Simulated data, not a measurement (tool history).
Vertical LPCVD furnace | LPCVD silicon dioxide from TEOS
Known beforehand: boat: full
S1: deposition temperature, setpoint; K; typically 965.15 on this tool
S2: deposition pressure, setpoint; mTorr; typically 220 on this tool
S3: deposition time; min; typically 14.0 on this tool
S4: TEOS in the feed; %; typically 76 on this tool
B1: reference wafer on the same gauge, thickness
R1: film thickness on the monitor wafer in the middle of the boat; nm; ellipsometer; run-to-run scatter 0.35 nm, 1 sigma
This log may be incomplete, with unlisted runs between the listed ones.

run 1 hour=0.0 | S1=958.15 S2=220 S3=14.0 S4=76 | B1=59.55 | R1=64.56
run 2 hour=86.6 | S1=958.15 S2=220 S3=14.0 S4=76 | B1=59.65 | R1=64.52
run 3 hour=142.5 | S1=965.15 S2=220 S3=14.0 S4=76 | B1=59.61 | R1=76.90
run 4 hour=179.9 | S1=965.15 S2=220 S3=14.0 S4=76 | B1=59.63 | R1=76.98
run 5 hour=258.4 | S1=965.15 S2=220 S3=14.0 S4=76 | B1=59.67 | R1=76.78
run 6 hour=329.5 | S1=965.15 S2=220 S3=14.0 S4=76 | B1=59.62 | R1=76.64
run 7 hour=371.6 | S1=965.15 S2=220 S3=14.0 S4=76 | B1=59.62 | R1=76.16
run 8 hour=416.4 | S1=974.15 S2=220 S3=14.0 S4=76 | B1=59.68 | R1=93.44
run 9 hour=530.6 | S1=974.15 S2=220 S3=14.0 S4=76 | B1=59.66 | R1=94.21
run 10 hour=587.9 | S1=965.15 S2=220 S3=14.0 S4=76 | B1=59.53 | R1=76.29
run 11 hour=630.0 | S1=965.15 S2=220 S3=14.0 S4=76 | B1=59.60 | R1=76.22
run 12 hour=716.5 | S1=960.15 S2=220 S3=14.0 S4=76 | B1=59.62 | R1=67.41
run 13 hour=792.3 | S1=959.15 S2=220 S3=14.0 S4=76 | B1=59.50 | R1=66.01
run 14 hour=887.3 | S1=959.15 S2=220 S3=14.0 S4=76 | B1=59.62 | R1=66.39
-- hour=958.1 pressure gauge zeroed
run 15 hour=986.4 | S1=965.15 S2=220 S3=19.5 S4=71 | B1=59.59 | R1=105.89
run 16 hour=1035.8 | S1=965.15 S2=220 S3=14.0 S4=76 | B1=59.62 | R1=78.10
run 17 hour=1127.9 | S1=953.15 S2=165 S3=11.5 S4=76 | B1=59.63 | R1=41.83
-- hour=1175.4 gauge calibrated
run 18 hour=1195.9 | S1=974.15 S2=220 S3=14.0 S4=76 | B1=59.59 | R1=96.77
run 19 hour=1384.8 | S1=974.15 S2=220 S3=14.0 S4=76 | B1=59.61 | R1=97.66
run 20 hour=1427.0 | S1=965.15 S2=175 S3=14.0 S4=84 | B1=59.66 | R1=74.44
-- hour=1499.0 TEOS flow controller replaced
run 21 hour=1499.5 | S1=968.15 S2=220 S3=14.0 S4=76 | B1=59.61 | R1=84.88
-- hour=1536.0 thermocouples replaced and temperature profile calibrated
run 22 hour=1579.9 | S1=954.15 S2=175 S3=14.0 S4=76 | B1=59.68 | R1=51.31
run 23 hour=1617.4 | S1=965.15 S2=220 S3=12.5 S4=82 | B1=59.57 | R1=68.66
run 24 hour=1686.3 | S1=971.15 S2=180 S3=14.0 S4=76 | B1=59.57 | R1=77.85
run 25 hour=1773.8 | S1=957.15 S2=270 S3=10.0 S4=76 | B1=59.65 | R1=48.76
run 26 hour=1825.1 | S1=956.15 S2=220 S3=10.0 S4=76 | B1=59.53 | R1=43.14
run 27 hour=1919.8 | S1=965.15 S2=220 S3=14.0 S4=76 | B1=59.60 | R1=74.55
run 28 hour=2191.1 | S1=965.15 S2=190 S3=14.0 S4=68 | B1=59.59 | R1=65.38

Hidden state, per run?
deviation of the TEOS flow from its setpoint, %: 0 at every run
gauge reads high (%): 0 at every run
H1: true tube temperature minus thermocouple reading, K
H2: true pressure minus gauge reading, mTorr
run=1 H1=1.37 H2=-3.57
run=2 H1=1.43 H2=-4.05
run=3 H1=1.46 H2=-4.38
run=4 H1=1.48 H2=-4.6
run=5 H1=1.53 H2=-5.1
run=6 H1=1.58 H2=-5.56
run=7 H1=1.61 H2=-5.85
run=8 H1=1.64 H2=-6.16
run=9 H1=1.71 H2=-6.99
run=10 H1=1.75 H2=-7.42
run=11 H1=1.78 H2=-7.75
run=12 H1=1.84 H2=-8.44
run=13 H1=1.9 H2=-9.08
run=14 H1=1.97 H2=-9.9
run=15 H1=2.04 H2=1.98
run=16 H1=2.08 H2=1.97
run=17 H1=2.15 H2=1.92
run=18 H1=2.2 H2=1.87
run=19 H1=2.36 H2=1.62
run=20 H1=2.39 H2=1.55
run=21 H1=2.45 H2=1.41
run=22 H1=0.161 H2=1.22
run=23 H1=0.162 H2=1.13
run=24 H1=0.163 H2=0.944
run=25 H1=0.166 H2=0.68
run=26 H1=0.168 H2=0.512
run=27 H1=0.173 H2=0.175
run=28 H1=0.195 H2=-0.986
